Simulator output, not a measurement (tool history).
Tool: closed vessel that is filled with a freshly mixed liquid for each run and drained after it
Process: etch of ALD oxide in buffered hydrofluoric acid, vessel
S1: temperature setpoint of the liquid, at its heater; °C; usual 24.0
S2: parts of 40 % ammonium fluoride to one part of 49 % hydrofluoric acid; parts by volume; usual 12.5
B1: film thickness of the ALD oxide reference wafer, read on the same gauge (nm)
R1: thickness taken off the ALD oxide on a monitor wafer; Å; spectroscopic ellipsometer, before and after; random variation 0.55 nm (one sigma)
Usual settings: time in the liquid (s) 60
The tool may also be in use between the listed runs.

{"run": 1, "day": 0.0, "S1": 27.5, "S2": 12.5, "time in the liquid (s)": 60, "B1": 80.01, "R1": 712.7}
{"run": 2, "day": 1.946, "S1": 27.5, "S2": 12.5, "time in the liquid (s)": 60, "B1": 80.0, "R1": 701.2}
{"run": 3, "day": 4.092, "S1": 21.0, "S2": 12.5, "time in the liquid (s)": 60, "B1": 80.03, "R1": 501.1}
{"run": 4, "day": 6.979, "S1": 21.0, "S2": 12.5, "time in the liquid (s)": 60, "B1": 79.99, "R1": 505.8}
{"run": 5, "day": 9.504, "S1": 21.0, "S2": 12.5, "time in the liquid (s)": 60, "B1": 79.99, "R1": 502.9}
{"run": 6, "day": 11.875, "S1": 21.5, "S2": 10.5, "time in the liquid (s)": 60, "B1": 79.99, "R1": 608.7}
{"run": 7, "day": 16.175, "S1": 21.5, "S2": 10.5, "time in the liquid (s)": 60, "B1": 80.0, "R1": 604.6}
{"run": 8, "day": 18.767, "S1": 21.5, "S2": 10.5, "time in the liquid (s)": 60, "B1": 80.01, "R1": 606.3}
{"run": 9, "day": 20.658, "S1": 24.0, "S2": 12.5, "time in the liquid (s)": 60, "B1": 80.01, "R1": 584.0}
{"run": 10, "day": 22.183, "S1": 24.0, "S2": 12.5, "time in the liquid (s)": 60, "B1": 79.97, "R1": 595.8}
{"run": 11, "day": 26.304, "S1": 24.0, "S2": 12.5, "time in the liquid (s)": 60, "B1": 79.99, "R1": 586.0}
{"run": 12, "day": 29.925, "S1": 24.0, "S2": 10.5, "time in the liquid (s)": 60, "B1": 79.99, "R1": 693.2}
{"run": 13, "day": 33.917, "S1": 24.0, "S2": 10.5, "time in the liquid (s)": 60, "B1": 80.02, "R1": 693.4}
{"run": 14, "day": 36.388, "S1": 24.0, "S2": 12.5, "time in the liquid (s)": 75, "B1": 79.98, "R1": 737.0}
{"run": 15, "day": 39.496, "S1": 24.0, "S2": 12.5, "time in the liquid (s)": 60, "B1": 80.01, "R1": 591.7}
{"day": 41.608, "done": "thermometer replaced"}
{"run": 16, "day": 42.521, "S1": 20.0, "S2": 17.0, "time in the liquid (s)": 90, "B1": 80.02, "R1": 522.5}
{"run": 17, "day": 47.012, "S1": 24.0, "S2": 11.0, "time in the liquid (s)": 60, "B1": 79.99, "R1": 669.6}
{"run": 18, "day": 48.821, "S1": 22.5, "S2": 10.5, "time in the liquid (s)": 75, "B1": 79.99, "R1": 810.5}
{"day": 52.017, "done": "hydrofluoric acid flow meter replaced"}
{"run": 19, "day": 52.5, "S1": 24.0, "S2": 12.5, "time in the liquid (s)": 60, "B1": 79.99, "R1": 589.3}
{"run": 20, "day": 54.233, "S1": 24.0, "S2": 14.5, "time in the liquid (s)": 60, "B1": 80.0, "R1": 508.9}
{"run": 21, "day": 58.254, "S1": 26.0, "S2": 12.5, "time in the liquid (s)": 45, "B1": 80.02, "R1": 488.9}
{"day": 59.438, "done": "gauge calibrated"}
{"run": 22, "day": 62.612, "S1": 20.0, "S2": 12.5, "time in the liquid (s)": 60, "B1": 79.99, "R1": 474.9}
{"run": 23, "day": 66.2, "S1": 24.0, "S2": 12.5, "time in the liquid (s)": 60, "B1": 79.98, "R1": 589.7}
{"run": 24, "day": 67.988, "S1": 24.0, "S2": 12.5, "time in the liquid (s)": 60, "B1": 80.02, "R1": 585.6}
{"run": 25, "day": 71.617, "S1": 28.0, "S2": 12.5, "time in the liquid (s)": 60, "B1": 80.02, "R1": 736.5}
{"run": 26, "day": 74.333, "S1": 21.5, "S2": 8.0, "time in the liquid (s)": 30, "B1": 79.97, "R1": 387.0}

Forecast each of these 3 alternatives for the next run:
{"run": "A", "day": 74.362, "S1": 24.0, "S2": 12.5, "time in the liquid (s)": 30, "B1": "?", "R1": "?"}
{"run": "B", "day": 74.362, "S1": 26.5, "S2": 15.5, "time in the liquid (s)": 60, "B1": "?", "R1": "?"}
{"run": "C", "day": 74.362, "S1": 19.0, "S2": 14.0, "time in the liquid (s)": 30, "B1": "?", "R1": "?"}

run=A B1=79.99 R1=289.6
run=B B1=79.99 R1=537.1
run=C B1=79.99 R1=196.4
Without the tool's hidden state the same runs would have given:
run=A R1=289.6
run=B R1=537.1
run=C R1=196.4
